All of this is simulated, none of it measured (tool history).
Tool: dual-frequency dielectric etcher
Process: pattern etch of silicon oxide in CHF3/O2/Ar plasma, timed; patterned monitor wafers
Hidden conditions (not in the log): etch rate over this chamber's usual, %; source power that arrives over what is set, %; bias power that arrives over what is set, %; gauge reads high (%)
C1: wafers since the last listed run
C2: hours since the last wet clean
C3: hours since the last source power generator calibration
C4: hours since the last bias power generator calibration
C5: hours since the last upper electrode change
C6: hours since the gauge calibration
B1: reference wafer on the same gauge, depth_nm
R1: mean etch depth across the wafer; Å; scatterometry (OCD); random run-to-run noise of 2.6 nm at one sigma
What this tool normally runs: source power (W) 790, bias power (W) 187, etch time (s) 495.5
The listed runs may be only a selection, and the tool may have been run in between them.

{"run": 1, "day": 0.0, "source power (W)": 790, "bias power (W)": 187, "etch time (s)": 495.5, "C1": 0, "C2": 302.8, "C3": 3556.2, "C4": 3505.7, "C5": 5236.3, "C6": 437.2, "B1": 1139.1, "R1": 10172}
{"run": 2, "day": 1.775, "source power (W)": 790, "bias power (W)": 187, "etch time (s)": 495.5, "C1": 88, "C2": 345.4, "C3": 3598.8, "C4": 3548.3, "C5": 5278.9, "C6": 479.8, "B1": 1140.4, "R1": 10183}
{"day": 2.804, "done": "wet clean of the chamber"}
{"run": 3, "day": 3.571, "source power (W)": 790, "bias power (W)": 187, "etch time (s)": 530.0, "C1": 39, "C2": 18.4, "C3": 3641.9, "C4": 3591.4, "C5": 5322.0, "C6": 522.9, "B1": 1139.1, "R1": 10840}
{"run": 4, "day": 6.358, "source power (W)": 790, "bias power (W)": 187, "etch time (s)": 530.0, "C1": 139, "C2": 85.3, "C3": 3708.8, "C4": 3658.3, "C5": 5388.9, "C6": 589.8, "B1": 1141.2, "R1": 10919}
{"run": 5, "day": 8.088, "source power (W)": 790, "bias power (W)": 187, "etch time (s)": 530.0, "C1": 86, "C2": 126.8, "C3": 3750.3, "C4": 3699.8, "C5": 5430.4, "C6": 631.3, "B1": 1140.6, "R1": 10848}
{"run": 6, "day": 10.167, "source power (W)": 900, "bias power (W)": 187, "etch time (s)": 495.5, "C1": 104, "C2": 176.7, "C3": 3800.2, "C4": 3749.7, "C5": 5480.3, "C6": 681.2, "B1": 1139.9, "R1": 10791}
{"day": 11.508, "done": "upper electrode replaced"}
{"day": 11.896, "done": "gauge calibrated"}
{"day": 12.483, "done": "source power generator calibrated"}
{"run": 7, "day": 13.108, "source power (W)": 900, "bias power (W)": 187, "etch time (s)": 495.5, "C1": 88, "C2": 247.3, "C3": 15.0, "C4": 3820.3, "C5": 38.4, "C6": 29.1, "B1": 1140.7, "R1": 10831}
{"run": 8, "day": 15.008, "source power (W)": 790, "bias power (W)": 187, "etch time (s)": 495.5, "C1": 95, "C2": 292.9, "C3": 60.6, "C4": 3865.9, "C5": 84.0, "C6": 74.7, "B1": 1140.1, "R1": 10180}
{"day": 17.642, "done": "wet clean of the chamber"}
{"run": 9, "day": 17.662, "source power (W)": 680, "bias power (W)": 209, "etch time (s)": 631.0, "C1": 82, "C2": 0.5, "C3": 124.3, "C4": 3929.6, "C5": 147.7, "C6": 138.4, "B1": 1139.0, "R1": 12537}
{"run": 10, "day": 18.142, "source power (W)": 790, "bias power (W)": 187, "etch time (s)": 564.0, "C1": 24, "C2": 12.0, "C3": 135.8, "C4": 3941.1, "C5": 159.2, "C6": 149.9, "B1": 1140.4, "R1": 11603}
{"day": 19.85, "done": "bias power generator calibrated"}
{"run": 11, "day": 19.871, "source power (W)": 790, "bias power (W)": 214, "etch time (s)": 357.5, "C1": 78, "C2": 53.5, "C3": 177.3, "C4": 0.5, "C5": 200.7, "C6": 191.4, "B1": 1140.5, "R1": 7679}
{"run": 12, "day": 22.279, "source power (W)": 720, "bias power (W)": 187, "etch time (s)": 495.5, "C1": 120, "C2": 111.3, "C3": 235.1, "C4": 58.3, "C5": 258.5, "C6": 249.2, "B1": 1139.8, "R1": 9757}
{"run": 13, "day": 24.562, "source power (W)": 790, "bias power (W)": 187, "etch time (s)": 495.5, "C1": 114, "C2": 166.1, "C3": 289.9, "C4": 113.1, "C5": 313.3, "C6": 304.0, "B1": 1141.2, "R1": 10206}
{"run": 14, "day": 26.479, "source power (W)": 630, "bias power (W)": 147, "etch time (s)": 590.5, "C1": 96, "C2": 212.1, "C3": 335.9, "C4": 159.1, "C5": 359.3, "C6": 350.0, "B1": 1139.1, "R1": 10209}

Branching from run 14: 4 alternative next runs. What would each branch give?
{"run": "A", "day": 26.504, "source power (W)": 790, "bias power (W)": 187, "etch time (s)": 384.0, "C1": 1, "C2": 212.7, "C3": 336.5, "C4": 159.7, "C5": 359.9, "C6": 350.6, "B1": "?", "R1": "?"}
{"run": "B", "day": 26.504, "source power (W)": 930, "bias power (W)": 222, "etch time (s)": 627.0, "C1": 1, "C2": 212.7, "C3": 336.5, "C4": 159.7, "C5": 359.9, "C6": 350.6, "B1": "?", "R1": "?"}
{"run": "C", "day": 26.504, "source power (W)": 640, "bias power (W)": 203, "etch time (s)": 495.5, "C1": 1, "C2": 212.7, "C3": 336.5, "C4": 159.7, "C5": 359.9, "C6": 350.6, "B1": "?", "R1": "?"}
{"run": "D", "day": 26.504, "source power (W)": 790, "bias power (W)": 187, "etch time (s)": 549.0, "C1": 1, "C2": 212.7, "C3": 336.5, "C4": 159.7, "C5": 359.9, "C6": 350.6, "B1": "?", "R1": "?"}

run=A B1=1140.3 R1=7887
run=B B1=1140.3 R1=14565
run=C B1=1140.3 R1=9517
run=D B1=1140.3 R1=11276
What these runs would have given with no unlogged condition in the tool:
run=A R1=7887
run=B R1=14565
run=C R1=9517
run=D R1=11276

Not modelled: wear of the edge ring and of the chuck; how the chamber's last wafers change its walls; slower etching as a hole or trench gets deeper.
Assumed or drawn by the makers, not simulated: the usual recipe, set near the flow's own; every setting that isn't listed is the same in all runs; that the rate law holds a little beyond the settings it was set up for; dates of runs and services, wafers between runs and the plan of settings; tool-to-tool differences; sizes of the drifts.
